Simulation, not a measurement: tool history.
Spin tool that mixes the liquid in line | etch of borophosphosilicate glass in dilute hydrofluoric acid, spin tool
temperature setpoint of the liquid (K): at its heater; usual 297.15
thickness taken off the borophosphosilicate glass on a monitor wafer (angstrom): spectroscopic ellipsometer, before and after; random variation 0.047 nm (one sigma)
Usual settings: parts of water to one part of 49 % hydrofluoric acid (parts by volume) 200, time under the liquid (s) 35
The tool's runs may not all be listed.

run,hour,temperature setpoint of the liquid (K),parts of water to one part of 49 % hydrofluoric acid (parts by volume),time under the liquid (s),wafers since the last listed run,hours since the thermometer was replaced,hours since the hydrofluoric acid flow meter was replaced,hours since the gauge calibration,"read-back film thickness of the borophosphosilicate glass reference wafer, read on the same gauge (nm)",thickness taken off the borophosphosilicate glass on a monitor wafer (angstrom)
1,0.0,295.65,250,35,0,2496.1,1654.3,60.0,100.03,83.4
2,8.0,296.15,150,35,137,2504.1,1662.3,68.0,100.00,156.4
3,17.2,297.15,200,35,157,2513.3,1671.5,77.2,100.00,116.1
4,34.0,297.15,200,35,288,2530.1,1688.3,94.0,100.00,115.6
5,44.4,297.15,200,35,178,2540.5,1698.7,104.4,100.01,116.2
6,57.3,297.15,200,35,221,2553.4,1711.6,117.3,100.02,117.1
7,68.4,297.15,200,35,190,2564.5,1722.7,128.4,100.01,116.1
8,82.7,297.15,200,50,245,2578.8,1737.0,142.7,100.00,165.8
# hour 87.3: thermometer replaced
9,98.1,297.15,200,50,246,10.8,1752.4,158.1,100.01,166.2
10,115.2,297.15,200,35,293,27.9,1769.5,175.2,99.99,116.2
11,125.7,301.65,260,20,180,38.4,1780.0,185.7,100.00,56.5
12,140.9,297.15,235,35,260,53.6,1795.2,200.9,99.99,95.2
13,154.0,300.15,225,15,224,66.7,1808.3,214.0,100.01,48.5

Run 14 comes next. What will it give?
# hour 170.1: hydrofluoric acid flow meter replaced
14,171.2,297.15,245,40,277,83.9,1.1,231.2,?,?

read-back film thickness of the borophosphosilicate glass reference wafer, read on the same gauge (nm): 99.96
thickness taken off the borophosphosilicate glass on a monitor wafer (angstrom): 112.0
Without the tool's hidden state the same run would have given thickness taken off the borophosphosilicate glass on a monitor wafer (angstrom) 93.9.
